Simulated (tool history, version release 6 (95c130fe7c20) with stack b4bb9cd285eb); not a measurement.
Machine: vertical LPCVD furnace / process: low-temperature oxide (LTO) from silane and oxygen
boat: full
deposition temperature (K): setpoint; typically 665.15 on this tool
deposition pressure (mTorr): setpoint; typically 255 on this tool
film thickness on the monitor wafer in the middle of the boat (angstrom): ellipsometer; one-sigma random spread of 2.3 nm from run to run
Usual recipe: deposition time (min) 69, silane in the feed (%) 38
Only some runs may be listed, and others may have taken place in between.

run,hour,deposition temperature (K),deposition pressure (mTorr),deposition time (min),silane in the feed (%),"read-back reference wafer on the same gauge, thickness",film thickness on the monitor wafer in the middle of the boat (angstrom)
1,0,662.15,255,69,38,684.11,6461.3
2,48,662.15,255,69,38,684.5,6455.7
3,143.4,665.15,255,69,38,684.37,6738.1
4,203.9,661.15,255,69,38,684.56,6383.7
5,233.3,661.15,255,69,38,684.47,6422.8
6,301.6,661.15,255,69,38,684.64,6429.1
7,373.1,665.15,255,69,38,683.45,6758.9
8,416,665.15,255,69,38,685.06,6740.2
# hour 474.1: gauge calibrated
9,484.4,665.15,300,69,38,683.47,7899.5
# hour 592.8: thermocouples replaced and temperature profile calibrated
# hour 598.7: pressure gauge zeroed
10,651.5,665.15,255,79.5,38,683.58,7347.5
11,692.2,661.15,255,69,38,683.86,6100.9
# hour 719.2: silane flow controller replaced
12,739.7,665.15,255,58.5,38,684.04,5447.3
13,808.3,665.15,255,77.5,38,684.06,7223.1
14,858.3,665.15,225,91.5,38,683.39,7466.2
15,912.9,672.15,255,48.5,33,684.19,4036.1
16,976.5,665.15,255,45,38,683.61,4185.6
17,1013.4,665.15,255,69,38,684.3,6416.9
18,1079.3,668.15,200,91.5,44,683.22,8225.2
19,1150.4,670.15,310,84.5,35,684.49,9111

3 options for the next run, each taken on its own from the tool as it stands now. Forecast them:
A,1154.8,665.15,255,69,38,?,?
B,1154.8,665.15,280,69,31,?,?
C,1154.8,674.15,225,69,35,?,?

run,"read-back reference wafer on the same gauge, thickness",film thickness on the monitor wafer in the middle of the boat (angstrom)
A,684.52,6423
B,684.52,5332.7
C,684.52,5644.3
With the hidden condition removed and each run's random variation left untouched, the same runs would have given:
run,film thickness on the monitor wafer in the middle of the boat (angstrom)
A,6377.4
B,5292.9
C,5604.8
